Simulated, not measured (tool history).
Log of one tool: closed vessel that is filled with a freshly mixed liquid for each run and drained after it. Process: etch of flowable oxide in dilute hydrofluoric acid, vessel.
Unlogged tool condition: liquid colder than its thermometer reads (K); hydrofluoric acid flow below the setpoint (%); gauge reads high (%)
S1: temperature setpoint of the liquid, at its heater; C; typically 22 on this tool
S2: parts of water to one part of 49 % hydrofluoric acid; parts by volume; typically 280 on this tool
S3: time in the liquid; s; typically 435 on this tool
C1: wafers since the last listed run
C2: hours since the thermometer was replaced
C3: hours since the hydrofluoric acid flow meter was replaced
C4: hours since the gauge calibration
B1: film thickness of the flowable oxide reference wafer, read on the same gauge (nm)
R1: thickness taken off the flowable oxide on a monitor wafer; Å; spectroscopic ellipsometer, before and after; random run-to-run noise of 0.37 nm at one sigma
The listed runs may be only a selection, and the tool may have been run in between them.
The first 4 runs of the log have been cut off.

Run 5, hour 46.5: usual settings; C1 877; C2 1321.6; C3 1961.1; C4 94.6; B1 60.02. Result: R1 505.3 Å.
Run 6, hour 59.5: usual settings; C1 1225; C2 1334.6; C3 1974.1; C4 107.6; B1 60.03. Result: R1 506.7 Å.
Run 7, hour 70.9: usual settings; C1 1075; C2 1346; C3 1985.5; C4 119; B1 59.97. Result: R1 513.1 Å.
Run 8, hour 118.1: usual settings; C1 4451; C2 1393.2; C3 2032.7; C4 166.2; B1 60.01. Result: R1 506.8 Å.
Run 9, hour 131.1: usual settings; C1 1225; C2 1406.2; C3 2045.7; C4 179.2; B1 60. Result: R1 512 Å.
Run 10, hour 139.9: usual settings; C1 829; C2 1415; C3 2054.5; C4 188; B1 60. Result: R1 505.6 Å.
Run 11, hour 154.8: usual settings; C1 1405; C2 1429.9; C3 2069.4; C4 202.9; B1 59.99. Result: R1 512.8 Å.
Run 12, hour 171.1: usual settings but S3 615 s; C1 1537; C2 1446.2; C3 2085.7; C4 219.2; B1 59.94. Result: R1 725.1 Å.
Run 13, hour 187.6: usual settings but S2 205 parts by volume; C1 1555; C2 1462.7; C3 2102.2; C4 235.7; B1 60. Result: R1 744.9 Å.
Run 14, hour 196.5: usual settings; C1 839; C2 1471.6; C3 2111.1; C4 244.6; B1 59.97. Result: R1 503.3 Å.
Run 15, hour 209.4: usual settings; C1 1216; C2 1484.5; C3 2124; C4 257.5; B1 60.03. Result: R1 514.5 Å.
Run 16, hour 217.3: usual settings; C1 744; C2 1492.4; C3 2131.9; C4 265.4; B1 59.98. Result: R1 508 Å.
Run 17, hour 233.1: usual settings but S1 18 C, S2 160 parts by volume; C1 1489; C2 1508.2; C3 2147.7; C4 281.2; B1 59.97. Result: R1 861.4 Å.
At hour 235.6: thermometer replaced.
Run 18, hour 250.6: usual settings; C1 1555; C2 15; C3 2165.2; C4 298.7; B1 59.98. Result: R1 507.4 Å.
Run 19, hour 264: usual settings but S1 25 C, S2 385 parts by volume, S3 645 s; C1 1263; C2 28.4; C3 2178.6; C4 312.1; B1 60.01. Result: R1 539 Å.

Predict the results of run 20:
Run 20, hour 279.7: usual settings; C1 1480; C2 44.1; C3 2194.3; C4 327.8; B1 ?. Result: R1 ?.

Run 20 measured B1 59.99, R1 500.6 Å.
Were there no unlogged condition in the tool, this run, its random variation unchanged, would have produced R1 567.6 Å.

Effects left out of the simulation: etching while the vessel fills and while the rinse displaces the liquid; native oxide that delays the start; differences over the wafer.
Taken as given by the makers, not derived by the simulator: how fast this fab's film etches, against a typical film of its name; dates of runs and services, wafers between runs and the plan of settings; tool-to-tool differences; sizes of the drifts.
